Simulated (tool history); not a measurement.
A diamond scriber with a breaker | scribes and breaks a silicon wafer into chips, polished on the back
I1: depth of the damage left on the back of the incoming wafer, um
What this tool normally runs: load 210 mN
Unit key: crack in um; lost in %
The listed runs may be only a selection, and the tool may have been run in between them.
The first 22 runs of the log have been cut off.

{"run": 23, "day": 68.421, "load": 149, "I1": 0.05, "crack": 4.82, "lost": 27.47}
{"day": 73.279, "done": "diamond tip replaced by a new one"}
{"run": 24, "day": 73.992, "load": 230, "I1": 0.02, "crack": 7.37, "lost": 1.48}
{"run": 25, "day": 75.975, "load": 159, "I1": 0.03, "crack": 5.15, "lost": 19.52}
{"run": 26, "day": 79.192, "load": 155, "I1": 0.03, "crack": 4.93, "lost": 24.3}
{"run": 27, "day": 80.875, "load": 161, "I1": 0.04, "crack": 5.09, "lost": 20.49}
{"run": 28, "day": 82.429, "load": 229, "I1": 0.03, "crack": 7.12, "lost": 1.35}
{"run": 29, "day": 85.108, "load": 230, "I1": 0.02, "crack": 7.0, "lost": 1.19}
{"run": 30, "day": 87.338, "load": 264, "I1": 0.01, "crack": 7.97, "lost": 3.47}
{"run": 31, "day": 90.679, "load": 161, "I1": 0.05, "crack": 4.85, "lost": 24.12}
{"day": 91.029, "done": "diamond tip replaced by a new one"}
{"run": 32, "day": 93.246, "load": 171, "I1": 0.03, "crack": 5.23, "lost": 19.62}
{"run": 33, "day": 96.25, "load": 160, "I1": 0.02, "crack": 4.72, "lost": 27.85}

Forecast each of these 3 alternatives for the next run:
{"run": "A", "day": 96.279, "load": 178, "I1": 0.04, "crack": "?", "lost": "?"}
{"run": "B", "day": 96.279, "load": 192, "I1": 0.04, "crack": "?", "lost": "?"}
{"run": "C", "day": 96.279, "load": 271, "I1": 0.04, "crack": "?", "lost": "?"}

run=A crack=5.40 lost=15.47
run=B crack=5.82 lost=9.07
run=C crack=7.98 lost=3.63
With no hidden state in the tool, these same runs would have given:
run=A crack=6.08 lost=6.22
run=B crack=6.55 lost=2.68
run=C crack=8.98 lost=11.03
